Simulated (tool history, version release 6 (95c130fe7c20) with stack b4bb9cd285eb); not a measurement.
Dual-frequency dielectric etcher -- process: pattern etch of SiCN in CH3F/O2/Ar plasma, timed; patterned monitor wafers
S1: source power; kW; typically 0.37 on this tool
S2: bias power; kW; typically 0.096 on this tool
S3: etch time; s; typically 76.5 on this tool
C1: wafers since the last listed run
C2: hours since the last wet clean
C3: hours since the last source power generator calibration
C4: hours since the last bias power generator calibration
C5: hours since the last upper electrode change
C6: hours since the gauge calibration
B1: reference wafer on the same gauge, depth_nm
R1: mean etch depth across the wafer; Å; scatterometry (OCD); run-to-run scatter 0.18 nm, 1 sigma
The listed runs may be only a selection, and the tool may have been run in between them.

run 1 hour=0 | S1=0.37 S2=0.096 S3=76.5 | C1=0 C2=307.1 C3=3471.4 C4=3803.7 C5=3623.7 C6=61.5 | B1=25.72 | R1=315.8
run 2 hour=27.1 | S1=0.37 S2=0.096 S3=76.5 | C1=320 C2=334.2 C3=3498.5 C4=3830.8 C5=3650.8 C6=88.6 | B1=25.69 | R1=315.8
run 3 hour=50.2 | S1=0.37 S2=0.096 S3=76.5 | C1=273 C2=357.3 C3=3521.6 C4=3853.9 C5=3673.9 C6=111.7 | B1=25.68 | R1=316
run 4 hour=72 | S1=0.37 S2=0.096 S3=76.5 | C1=257 C2=379.1 C3=3543.4 C4=3875.7 C5=3695.7 C6=133.5 | B1=25.67 | R1=317.4
-- hour=96.3 wet clean of the chamber
run 5 hour=96.8 | S1=0.37 S2=0.085 S3=76.5 | C1=9 C2=0.5 C3=3568.2 C4=3900.5 C5=3720.5 C6=158.3 | B1=25.69 | R1=284.9
run 6 hour=101.6 | S1=0.37 S2=0.085 S3=76.5 | C1=56 C2=5.3 C3=3573 C4=3905.3 C5=3725.3 C6=163.1 | B1=25.7 | R1=286.9
run 7 hour=127.9 | S1=0.37 S2=0.096 S3=76.5 | C1=311 C2=31.6 C3=3599.3 C4=3931.6 C5=3751.6 C6=189.4 | B1=25.77 | R1=302.8
run 8 hour=142 | S1=0.37 S2=0.096 S3=76.5 | C1=166 C2=45.7 C3=3613.4 C4=3945.7 C5=3765.7 C6=203.5 | B1=25.68 | R1=304.6
run 9 hour=166.7 | S1=0.37 S2=0.096 S3=76.5 | C1=292 C2=70.4 C3=3638.1 C4=3970.4 C5=3790.4 C6=228.2 | B1=25.7 | R1=304.7
run 10 hour=244.1 | S1=0.37 S2=0.096 S3=76.5 | C1=915 C2=147.8 C3=3715.5 C4=4047.8 C5=3867.8 C6=305.6 | B1=25.7 | R1=306
run 11 hour=261.4 | S1=0.37 S2=0.096 S3=76.5 | C1=204 C2=165.1 C3=3732.8 C4=4065.1 C5=3885.1 C6=322.9 | B1=25.67 | R1=306.4
run 12 hour=295.6 | S1=0.37 S2=0.096 S3=76.5 | C1=404 C2=199.3 C3=3767 C4=4099.3 C5=3919.3 C6=357.1 | B1=25.71 | R1=311.3
run 13 hour=322.4 | S1=0.37 S2=0.109 S3=76.5 | C1=317 C2=226.1 C3=3793.8 C4=4126.1 C5=3946.1 C6=383.9 | B1=25.64 | R1=325.5
-- hour=361.9 upper electrode replaced
run 14 hour=362.4 | S1=0.37 S2=0.109 S3=76.5 | C1=189 C2=266.1 C3=3833.8 C4=4166.1 C5=0.5 C6=423.9 | B1=25.73 | R1=330.4
run 15 hour=365.7 | S1=0.35 S2=0.096 S3=76.5 | C1=39 C2=269.4 C3=3837.1 C4=4169.4 C5=3.8 C6=427.2 | B1=25.69 | R1=305.7
run 16 hour=381.4 | S1=0.37 S2=0.096 S3=76.5 | C1=185 C2=285.1 C3=3852.8 C4=4185.1 C5=19.5 C6=442.9 | B1=25.69 | R1=314.1
-- hour=407.7 source power generator calibrated
run 17 hour=408.4 | S1=0.37 S2=0.096 S3=76.5 | C1=272 C2=312.1 C3=0.7 C4=4212.1 C5=46.5 C6=469.9 | B1=25.68 | R1=312.1
run 18 hour=438.2 | S1=0.32 S2=0.085 S3=76.5 | C1=352 C2=341.9 C3=30.5 C4=4241.9 C5=76.3 C6=499.7 | B1=25.72 | R1=285.1
run 19 hour=457.5 | S1=0.46 S2=0.114 S3=64.5 | C1=228 C2=361.2 C3=49.8 C4=4261.2 C5=95.6 C6=519 | B1=25.65 | R1=310.3

The next listed run, before its measurement:
-- hour=494.8 wet clean of the chamber
run 20 hour=495.3 | S1=0.43 S2=0.096 S3=62 | C1=163 C2=0.5 C3=87.6 C4=4299 C5=133.4 C6=556.8 | B1=? | R1=?

B1: 25.72
R1: 256.5 Å
On a tool with no hidden condition, and with the same random variation, this run would have come out at R1 255.6 Å.
